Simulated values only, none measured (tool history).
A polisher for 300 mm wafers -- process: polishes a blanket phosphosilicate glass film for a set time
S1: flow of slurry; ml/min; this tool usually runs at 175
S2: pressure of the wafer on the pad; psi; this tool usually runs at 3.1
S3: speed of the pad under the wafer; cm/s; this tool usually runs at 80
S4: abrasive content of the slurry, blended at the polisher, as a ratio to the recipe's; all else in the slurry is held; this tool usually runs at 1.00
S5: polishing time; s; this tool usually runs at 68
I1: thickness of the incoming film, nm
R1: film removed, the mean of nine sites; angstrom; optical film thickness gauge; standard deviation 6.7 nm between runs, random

run,hour,S1,S2,S3,S4,S5,I1,R1
1,0.0,210,3.1,80,1.00,68,3090.8,4399
2,9.3,210,3.1,80,1.00,68,3074.8,4229
3,50.0,150,3.1,80,1.00,46,3053.8,3070
4,61.2,175,2.5,94,0.85,68,3083.1,3910
5,68.5,175,3.1,88,1.00,68,3090.1,4911
6,78.6,175,3.1,80,1.00,68,3068.1,4489
7,84.7,175,3.1,54,0.85,68,3049.3,3175
8,93.1,175,3.1,80,1.00,68,3107.9,4367
9,106.0,145,2.0,108,1.00,68,3126.8,3994
10,114.7,175,3.1,60,1.15,68,3137.0,4295
11,146.4,155,3.1,60,1.30,68,3086.4,4318
12,155.2,175,3.1,80,1.00,68,3154.0,4789
13,170.0,175,2.3,80,1.10,50,3042.9,2732
14,177.6,175,3.1,80,1.00,68,3116.3,4690
15,190.0,175,3.1,64,0.85,68,3027.5,3647
16,201.5,140,3.1,80,0.75,68,3089.1,3902
17,210.5,175,3.1,90,1.15,68,3071.5,5201
18,250.9,175,3.1,80,1.25,68,3095.3,5638
19,282.9,220,3.1,80,1.00,68,3099.7,5225
20,295.5,175,3.1,80,1.00,58,3117.9,4195
21,335.1,175,3.1,80,1.10,68,3048.7,4858
22,350.5,210,2.5,80,1.00,51,3052.3,2877
23,367.4,175,3.1,80,1.00,68,3116.8,4417
24,383.9,175,2.8,80,0.85,85,3117.7,5439
25,389.5,175,3.6,80,1.00,68,3107.3,6014

Missing from the log above: 8 entries noted between runs. For each, name the pair of listed runs it sits between and say how the tool's hidden condition differs from the listed run just before to the listed run just after:
From run 2 to run 3: head pressure recalibrated (hour 24.0); worn pad replaced by a new one (hour 38.0); slurry nozzle cleaned (hour 40.3); slurry blender recalibrated (hour 43.3)
  removal rate lost through wear of the pad, %: 13.3 -> 1.55; time polished since the conditioner stopped cutting, s: 293 -> 338
  measured value less the no-hidden-state value, R1: -1314 -> -533 angstrom
From run 8 to run 9: conditioning disc replaced and pad reconditioned (hour 105.5)
  removal rate lost through wear of the pad, %: 5.4 -> 6.56; time polished since the conditioner stopped cutting, s: 390 -> 19.3
  measured value less the no-hidden-state value, R1: -1069 -> -316 angstrom
From run 17 to run 18: worn pad replaced by a new one (hour 216.2)
  removal rate lost through wear of the pad, %: 15.9 -> 3.99; time polished since the conditioner stopped cutting, s: 32.5 -> 44.6
  measured value less the no-hidden-state value, R1: -1094 -> -364 angstrom
From run 21 to run 22: slurry blender recalibrated (hour 345.5)
  removal rate lost through wear of the pad, %: 11.5 -> 12.9; time polished since the conditioner stopped cutting, s: 82.4 -> 91.1
  measured value less the no-hidden-state value, R1: -854 -> -547 angstrom
From run 23 to run 24: worn pad replaced by a new one (hour 383.4)
  removal rate lost through wear of the pad, %: 14.4 -> 0.547; time polished since the conditioner stopped cutting, s: 101 -> 112
  measured value less the no-hidden-state value, R1: -997 -> -301 angstrom
